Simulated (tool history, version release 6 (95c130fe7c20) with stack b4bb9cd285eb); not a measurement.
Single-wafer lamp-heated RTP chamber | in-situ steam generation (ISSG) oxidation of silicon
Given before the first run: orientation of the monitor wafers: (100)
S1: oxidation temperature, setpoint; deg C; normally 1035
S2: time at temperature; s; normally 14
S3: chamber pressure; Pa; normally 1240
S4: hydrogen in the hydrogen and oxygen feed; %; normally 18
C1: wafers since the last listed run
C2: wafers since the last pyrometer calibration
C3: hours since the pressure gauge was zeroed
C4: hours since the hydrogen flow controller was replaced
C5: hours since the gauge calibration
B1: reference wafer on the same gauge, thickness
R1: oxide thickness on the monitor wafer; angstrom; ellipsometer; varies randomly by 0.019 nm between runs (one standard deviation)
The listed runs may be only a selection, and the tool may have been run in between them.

run   hour    S1  S2    S3  S4    C1    C2      C3      C4     C5     B1     R1
  1      0  1035  14  1240  18     0  3209  2127.2  4479.8  286.2   5.27  48.58
  2  101.5  1035  14  1240  18  1526  4736  2228.7  4581.3  387.7  5.269  48.89
  3  177.1  1035  14  1240  18  1137  5873  2304.3  4656.9  463.3  5.273  48.95
  4  199.7  1035  14  1240  18   339  6213  2326.9  4679.5  485.9  5.263  48.65
  5  229.5  1035  14  1240  18   448  6661  2356.7  4709.3  515.7  5.267  48.76
  6  246.6  1035  14  1240  18   257  6918  2373.8  4726.4  532.8  5.271  48.93
  7  278.5  1035  14  1240  18   479  7398  2405.7  4758.3  564.7  5.277  48.81
  8  308.7  1035  14  1240  18   454  7853  2435.9  4788.5  594.9  5.271   48.9
     319.9  -- pyrometer window cleaned and pyrometer calibrated
  9  328.9  1035  14  1240  18   183   135  2456.1  4808.7  615.1  5.271  47.62
 10  352.2  1035  14  1240  18   350   485  2479.4    4832  638.4  5.271  47.51
     360.3  -- pressure gauge zeroed
 11    383  1039  14  1240  23   342   828    22.7  4862.8  669.2  5.273  51.46
 12  396.3  1035  14  1240  18   200  1028      36  4876.1  682.5  5.269  48.13
 13  414.9  1035  14  1240  18   279  1308    54.6  4894.7  701.1  5.268  48.03
 14  445.2  1035  14  1240  18   455  1764    84.9    4925  731.4  5.272  48.53
     447.3  -- gauge calibrated
 15  463.3  1035  15  1240  18   272  2036     103  4943.1     16  5.274  49.68
 16  477.4  1046  16  1333  18   212  2248   117.1  4957.2   30.1  5.269  54.14
 17    512  1047  14  1187  22   520  2769   151.7  4991.8   64.7  5.273  54.21
 18  530.4  1035  14  1360  18   276  3046   170.1  5010.2   83.1  5.273  47.33
     563.9  -- hydrogen flow controller replaced
 19  564.4  1035  10  1040  18   391  3437   204.1     0.5  117.1  5.267  41.73
 20  577.9  1035  19  1240  25   203  3640   217.6      14  130.6   5.27  61.41
 21  593.4  1035  11  1053  15   233  3873   233.1    29.5  146.1  5.269   41.7
 22  650.1  1035  10  1240  24   852  4726   289.8    86.2  202.8  5.269  44.46
 23  679.1  1043   9  1240  18   436  5162   318.8   115.2  231.8  5.271  40.42
 24  703.9  1039  14  1240  23   373  5535   343.6     140  256.6  5.268  52.74
 25    735  1051  10  1360  13   467  6003   374.7   171.1  287.7  5.271  40.58
 26  752.1  1035  17  1240  18   257  6261   391.8   188.2  304.8  5.268  54.02
 27  771.7  1053  14  1360  18   294  6555   411.4   207.8  324.4  5.273   52.7
 28  786.2  1035  14  1240  18   218  6774   425.9   222.3  338.9  5.271  48.83
 29  814.2  1021  14  1360  18   421  7195   453.9   250.3  366.9  5.266  45.16
     860.6  -- pyrometer window cleaned and pyrometer calibrated
 30  879.9  1023  14  1360  28   868   290   519.6     316  432.6  5.268  49.11
 31  901.2  1043  11  1160  23   320   610   540.9   337.3  453.9  5.271  47.22
 32  915.2  1035  14  1240  18   210   821   554.9   351.3  467.9  5.271  48.09

Consider 3 possible next runs. They are alternatives, not a sequence: every one starts from the tool as it was left by run 32. What does each give?
  A  915.6  1035  14  1240  11   6  827  555.3  351.7  468.3   ?   ?
  B  915.6  1030  10  1240  18   6  827  555.3  351.7  468.3   ?   ?
  C  915.6  1047  16  1160  11   6  827  555.3  351.7  468.3   ?   ?

run    B1     R1
  A  5.27  42.71
  B  5.27  39.66
  C  5.27  48.75
What these runs would have given with no unlogged condition in the tool:
run     R1
  A  42.29
  B  39.31
  C  48.21
